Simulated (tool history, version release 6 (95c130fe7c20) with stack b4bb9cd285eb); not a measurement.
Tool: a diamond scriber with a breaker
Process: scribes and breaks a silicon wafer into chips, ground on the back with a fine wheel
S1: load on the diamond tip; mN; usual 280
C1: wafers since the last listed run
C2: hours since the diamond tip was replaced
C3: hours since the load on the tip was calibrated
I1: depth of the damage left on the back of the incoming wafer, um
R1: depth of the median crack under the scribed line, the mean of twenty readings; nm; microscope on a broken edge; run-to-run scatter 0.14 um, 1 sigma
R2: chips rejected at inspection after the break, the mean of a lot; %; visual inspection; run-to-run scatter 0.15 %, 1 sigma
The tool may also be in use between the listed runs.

run,hour,S1,C1,C2,C3,I1,R1,R2
1,0,239,0,1138.8,1604,2.6,8100,14.01
# hour 25.4: diamond tip replaced by a new one
2,55.7,320,98,30.3,1659.7,2.08,8910,8.57
3,89.7,320,62,64.3,1693.7,1.85,8940,7.36
4,126.2,280,66,100.8,1730.2,2.79,8350,17.71
5,190.4,280,117,165,1794.4,2.02,8040,16.99
6,245.4,280,100,220,1849.4,2.15,8100,14.89
# hour 278.7: load on the tip recalibrated
7,297.2,280,91,271.8,18.5,2.13,8020,18.68
8,355.3,280,106,329.9,76.6,2.89,8050,21.65
# hour 377.5: diamond tip replaced by a new one, repeated, since the last time left the tool worse
9,380.8,280,43,3.3,102.1,1.53,10290,1.53
10,421.7,280,74,44.2,143,2.69,10150,2.49
11,455,280,61,77.5,176.3,2.02,10220,1.85
12,510.7,317,102,133.2,232,2.83,10630,3.5
13,541.2,317,55,163.7,262.5,2.54,10700,3.23
14,588.8,342,87,211.3,310.1,1.72,11130,3.09
15,657.3,342,125,279.8,378.6,2.02,11060,2.83
16,781.9,280,228,404.4,503.2,2.28,9650,3.16
17,814.1,330,59,436.6,535.4,2.26,10610,2.26
18,864.3,240,91,486.8,585.6,2.9,8890,8.37
19,932.9,280,125,555.4,654.2,2.14,9640,3.32
20,962.7,280,54,585.2,684,2.5,9600,4.33
21,1147.8,307,339,770.3,869.1,1.78,9870,2.17
22,1218.3,323,129,840.8,939.6,1.88,10140,1.94
23,1244,280,47,866.5,965.3,2.02,9420,4.15
24,1273,199,53,895.5,994.3,2.67,7750,19.37
25,1334,229,111,956.5,1055.3,2.66,8420,13.81
26,1361.7,197,50,984.2,1083,1.59,7930,21.14
27,1419.1,333,105,1041.6,1140.4,1.78,9930,1.81
28,1451.2,308,58,1073.7,1172.5,2.07,9450,3.47
# hour 1472.8: diamond tip replaced by a new one
29,1507.9,320,100,35.1,1229.2,2.68,10650,3.66
30,1567.2,280,108,94.4,1288.5,1.97,10160,1.97
31,1633.7,355,121,160.9,1355,2.65,11450,5.66
32,1699.1,205,119,226.3,1420.4,2.17,8670,11.57
33,1725.8,230,48,253,1447.1,2.15,9090,6.84
34,1761.5,280,65,288.7,1482.8,1.54,10010,1.83
35,1799.1,331,68,326.3,1520.4,2.82,10860,3.61
# hour 1818.6: load on the tip recalibrated
36,1832.1,211,56,359.3,13.5,1.92,8590,11.09
37,1898.8,223,122,426,80.2,2.78,8660,11.94
38,1933.5,222,63,460.7,114.9,2.78,8580,11.35
39,2002.7,301,126,529.9,184.1,1.99,10160,2.13
40,2027.7,209,45,554.9,209.1,1.97,8400,13.99

For each entry between runs, how does the tool's hidden state at the last listed run before it compare with that at the first listed run after it?
From run 1 to run 2: diamond tip replaced by a new one (hour 25.4)
  share of the diamond tip's cutting effectiveness lost through wear, %: 17.7 -> 27.8
  measured result minus the result with no hidden state, R1: -1130 -> -2160 nm; R2: +9.55 -> +5.32 %
From run 6 to run 7: load on the tip recalibrated (hour 278.7)
  share of the diamond tip's cutting effectiveness lost through wear, %: 30.6 -> 31.4
  measured result minus the result with no hidden state, R1: -2230 -> -2290 nm; R2: +13.21 -> +16.69 %
From run 8 to run 9: diamond tip replaced by a new one, repeated, since the last time left the tool worse (hour 377.5)
  share of the diamond tip's cutting effectiveness lost through wear, %: 32.2 -> 0.632
  measured result minus the result with no hidden state, R1: -2390 -> -40 nm; R2: +18.41 -> +0.01 %
From run 28 to run 29: diamond tip replaced by a new one (hour 1472.8)
  share of the diamond tip's cutting effectiveness lost through wear, %: 16.6 -> 1.19
  measured result minus the result with no hidden state, R1: -1220 -> -80 nm; R2: +1.02 -> -0.26 %
From run 35 to run 36: load on the tip recalibrated (hour 1818.6)
  share of the diamond tip's cutting effectiveness lost through wear, %: 5.54 -> 6.03
  measured result minus the result with no hidden state, R1: -420 -> -370 nm; R2: -1.26 -> +3.6 %
